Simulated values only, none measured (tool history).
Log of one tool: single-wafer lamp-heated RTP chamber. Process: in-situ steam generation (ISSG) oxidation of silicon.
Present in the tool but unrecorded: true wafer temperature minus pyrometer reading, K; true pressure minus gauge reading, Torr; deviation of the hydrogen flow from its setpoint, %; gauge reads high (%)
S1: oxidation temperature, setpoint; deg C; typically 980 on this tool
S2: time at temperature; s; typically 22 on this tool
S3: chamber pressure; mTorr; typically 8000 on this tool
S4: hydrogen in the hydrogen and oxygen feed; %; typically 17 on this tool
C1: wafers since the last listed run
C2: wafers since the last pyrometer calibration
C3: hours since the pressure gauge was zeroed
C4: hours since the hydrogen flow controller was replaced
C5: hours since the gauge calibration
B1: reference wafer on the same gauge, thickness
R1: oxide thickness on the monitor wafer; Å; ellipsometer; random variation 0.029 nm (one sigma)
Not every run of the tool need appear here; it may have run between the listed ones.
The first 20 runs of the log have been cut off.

{"run": 21, "hour": 1091.1, "S1": 996, "S2": 25, "S3": 9200, "S4": 11, "C1": 420, "C2": 4200, "C3": 4319.6, "C4": 331.0, "C5": 390.8, "B1": 5.214, "R1": 53.29}
{"hour": 1140.9, "done": "pressure gauge zeroed"}
{"run": 22, "hour": 1157.8, "S1": 962, "S2": 22, "S3": 8000, "S4": 13, "C1": 651, "C2": 4851, "C3": 16.9, "C4": 397.7, "C5": 457.5, "B1": 5.198, "R1": 45.77}
{"run": 23, "hour": 1227.0, "S1": 980, "S2": 22, "S3": 8000, "S4": 17, "C1": 768, "C2": 5619, "C3": 86.1, "C4": 466.9, "C5": 526.7, "B1": 5.195, "R1": 52.08}
{"run": 24, "hour": 1281.8, "S1": 980, "S2": 22, "S3": 8000, "S4": 17, "C1": 608, "C2": 6228, "C3": 140.9, "C4": 521.7, "C5": 581.5, "B1": 5.207, "R1": 52.07}
{"hour": 1299.8, "done": "pyrometer window cleaned and pyrometer calibrated"}
{"run": 25, "hour": 1464.3, "S1": 980, "S2": 18, "S3": 8400, "S4": 25, "C1": 1937, "C2": 1826, "C3": 323.4, "C4": 704.2, "C5": 764.0, "B1": 5.2, "R1": 50.58}
{"run": 26, "hour": 1491.6, "S1": 966, "S2": 22, "S3": 6900, "S4": 17, "C1": 303, "C2": 2129, "C3": 350.7, "C4": 731.5, "C5": 791.3, "B1": 5.202, "R1": 48.13}
{"run": 27, "hour": 1551.4, "S1": 980, "S2": 26, "S3": 9400, "S4": 17, "C1": 663, "C2": 2792, "C3": 410.5, "C4": 791.3, "C5": 851.1, "B1": 5.192, "R1": 54.74}
{"run": 28, "hour": 1585.2, "S1": 980, "S2": 14, "S3": 8500, "S4": 23, "C1": 375, "C2": 3168, "C3": 444.3, "C4": 825.1, "C5": 884.9, "B1": 5.2, "R1": 44.53}
{"run": 29, "hour": 1647.0, "S1": 980, "S2": 22, "S3": 7400, "S4": 24, "C1": 686, "C2": 3854, "C3": 506.1, "C4": 886.9, "C5": 946.7, "B1": 5.194, "R1": 55.96}
{"run": 30, "hour": 1678.3, "S1": 995, "S2": 22, "S3": 8000, "S4": 17, "C1": 347, "C2": 4201, "C3": 537.4, "C4": 918.2, "C5": 978.0, "B1": 5.198, "R1": 54.55}
{"run": 31, "hour": 1742.8, "S1": 968, "S2": 17, "S3": 8700, "S4": 11, "C1": 715, "C2": 4917, "C3": 601.9, "C4": 982.7, "C5": 1042.5, "B1": 5.199, "R1": 39.82}
{"run": 32, "hour": 1781.0, "S1": 980, "S2": 30, "S3": 8000, "S4": 11, "C1": 424, "C2": 5341, "C3": 640.1, "C4": 1020.9, "C5": 1080.7, "B1": 5.196, "R1": 55.1}

What if the next run were any one of these 3? Each begins from the tool's condition after run 32:
{"run": "A", "hour": 1781.5, "S1": 980, "S2": 22, "S3": 7100, "S4": 17, "C1": 5, "C2": 5347, "C3": 640.6, "C4": 1021.4, "C5": 1081.2, "B1": "?", "R1": "?"}
{"run": "B", "hour": 1781.5, "S1": 980, "S2": 22, "S3": 6900, "S4": 17, "C1": 5, "C2": 5347, "C3": 640.6, "C4": 1021.4, "C5": 1081.2, "B1": "?", "R1": "?"}
{"run": "C", "hour": 1781.5, "S1": 961, "S2": 22, "S3": 7600, "S4": 17, "C1": 5, "C2": 5347, "C3": 640.6, "C4": 1021.4, "C5": 1081.2, "B1": "?", "R1": "?"}

run=A B1=5.193 R1=52.12
run=B B1=5.193 R1=52.00
run=C B1=5.193 R1=48.78
Take away the tool's hidden state, keep each run's random variation, and the runs would have read:
run=A R1=50.32
run=B R1=50.20
run=C R1=47.27

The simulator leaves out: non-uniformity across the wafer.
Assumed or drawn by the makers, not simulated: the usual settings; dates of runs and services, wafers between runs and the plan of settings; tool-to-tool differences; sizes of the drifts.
